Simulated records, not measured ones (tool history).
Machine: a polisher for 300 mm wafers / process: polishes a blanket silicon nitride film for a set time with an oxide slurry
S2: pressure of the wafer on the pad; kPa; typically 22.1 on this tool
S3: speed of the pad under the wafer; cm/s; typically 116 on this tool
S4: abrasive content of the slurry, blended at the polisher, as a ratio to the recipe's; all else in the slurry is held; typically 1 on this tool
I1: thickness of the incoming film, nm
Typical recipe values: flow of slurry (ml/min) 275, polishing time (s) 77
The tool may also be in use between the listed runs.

run 1 hour=0 | flow_of_slurry_(ml/min)=275 S2=22.1 S3=138 S4=1 polishing_time_(s)=77 | I1=354.8 | film_removed_(nm)=52.3
run 2 hour=74.3 | flow_of_slurry_(ml/min)=275 S2=22.1 S3=138 S4=1 polishing_time_(s)=77 | I1=356.1 | film_removed_(nm)=51.6
-- hour=105.6 head pressure recalibrated
-- hour=131.6 worn pad replaced by a new one
run 3 hour=175 | flow_of_slurry_(ml/min)=220 S2=22.1 S3=116 S4=1 polishing_time_(s)=77 | I1=366.9 | film_removed_(nm)=44.2
-- hour=235.4 slurry nozzle cleaned
run 4 hour=248.4 | flow_of_slurry_(ml/min)=220 S2=22.1 S3=116 S4=1 polishing_time_(s)=77 | I1=355.1 | film_removed_(nm)=44.1
-- hour=326.3 conditioning disc replaced and pad reconditioned
run 5 hour=376 | flow_of_slurry_(ml/min)=305 S2=22.1 S3=148 S4=1 polishing_time_(s)=77 | I1=362.6 | film_removed_(nm)=56.2
-- hour=473.1 slurry blender recalibrated
run 6 hour=475.9 | flow_of_slurry_(ml/min)=305 S2=22.1 S3=148 S4=1 polishing_time_(s)=77 | I1=359.7 | film_removed_(nm)=55
run 7 hour=564.1 | flow_of_slurry_(ml/min)=275 S2=22.1 S3=116 S4=1 polishing_time_(s)=77 | I1=355.4 | film_removed_(nm)=45.7
run 8 hour=665.3 | flow_of_slurry_(ml/min)=275 S2=22.1 S3=116 S4=1 polishing_time_(s)=63 | I1=358.6 | film_removed_(nm)=36.9
-- hour=690.3 worn pad replaced by a new one
-- hour=703 head pressure recalibrated
run 9 hour=738.1 | flow_of_slurry_(ml/min)=275 S2=22.1 S3=102 S4=1.1 polishing_time_(s)=77 | I1=357.2 | film_removed_(nm)=43.8
run 10 hour=838.7 | flow_of_slurry_(ml/min)=275 S2=22.1 S3=116 S4=0.8 polishing_time_(s)=77 | I1=366.6 | film_removed_(nm)=38.6
-- hour=864.4 conditioning disc replaced and pad reconditioned
-- hour=865.1 slurry nozzle cleaned
run 11 hour=904.8 | flow_of_slurry_(ml/min)=275 S2=20 S3=116 S4=1 polishing_time_(s)=77 | I1=355 | film_removed_(nm)=41.3
run 12 hour=941.3 | flow_of_slurry_(ml/min)=275 S2=22.1 S3=116 S4=0.85 polishing_time_(s)=97 | I1=357.5 | film_removed_(nm)=51.7
run 13 hour=1008.6 | flow_of_slurry_(ml/min)=275 S2=18.6 S3=116 S4=0.75 polishing_time_(s)=77 | I1=363.7 | film_removed_(nm)=30.9
-- hour=1034 slurry blender recalibrated
run 14 hour=1068.7 | flow_of_slurry_(ml/min)=275 S2=22.1 S3=116 S4=1 polishing_time_(s)=102 | I1=360.4 | film_removed_(nm)=60.7
run 15 hour=1125.4 | flow_of_slurry_(ml/min)=275 S2=19.3 S3=116 S4=1 polishing_time_(s)=85 | I1=362.3 | film_removed_(nm)=43.9
-- hour=1265.2 head pressure recalibrated
run 16 hour=1290.3 | flow_of_slurry_(ml/min)=275 S2=22.1 S3=116 S4=1 polishing_time_(s)=77 | I1=357.9 | film_removed_(nm)=45.4
-- hour=1310.7 worn pad replaced by a new one
run 17 hour=1391.5 | flow_of_slurry_(ml/min)=245 S2=22.1 S3=78 S4=1 polishing_time_(s)=77 | I1=357.4 | film_removed_(nm)=32.9
run 18 hour=1487.3 | flow_of_slurry_(ml/min)=275 S2=19.3 S3=116 S4=1 polishing_time_(s)=85 | I1=361.3 | film_removed_(nm)=44.4
-- hour=1491 conditioning disc replaced and pad reconditioned
-- hour=1509 slurry nozzle cleaned
run 19 hour=1563.9 | flow_of_slurry_(ml/min)=275 S2=22.1 S3=116 S4=1.1 polishing_time_(s)=77 | I1=362.1 | film_removed_(nm)=47.6
run 20 hour=1656.2 | flow_of_slurry_(ml/min)=275 S2=22.1 S3=116 S4=0.7 polishing_time_(s)=77 | I1=361 | film_removed_(nm)=33.6
-- hour=1670.2 slurry blender recalibrated
run 21 hour=1727.1 | flow_of_slurry_(ml/min)=275 S2=22.1 S3=116 S4=1 polishing_time_(s)=77 | I1=358.7 | film_removed_(nm)=45
-- hour=1788.7 head pressure recalibrated
-- hour=1808 worn pad replaced by a new one
run 22 hour=1830.7 | flow_of_slurry_(ml/min)=275 S2=26.9 S3=128 S4=1 polishing_time_(s)=77 | I1=354.7 | film_removed_(nm)=59.2
run 23 hour=1902 | flow_of_slurry_(ml/min)=205 S2=22.1 S3=116 S4=1 polishing_time_(s)=77 | I1=362.7 | film_removed_(nm)=43.9
run 24 hour=1970.2 | flow_of_slurry_(ml/min)=275 S2=22.1 S3=116 S4=1 polishing_time_(s)=77 | I1=358.9 | film_removed_(nm)=45.5
run 25 hour=2022.7 | flow_of_slurry_(ml/min)=205 S2=22.1 S3=116 S4=1 polishing_time_(s)=77 | I1=361.2 | film_removed_(nm)=43.7

Exercise: give the hidden state of the tool at every run:
removal rate lost through wear of the pad, %: 0, the same for each run
slurry flow missing at the pad, %: 0, the same for each run
deviation of the head's pressure from its setpoint, %: 0, the same for each run
abrasive missing from the slurry, %: 0, the same for each run
time polished since the conditioner stopped cutting, s: 0, the same for each run
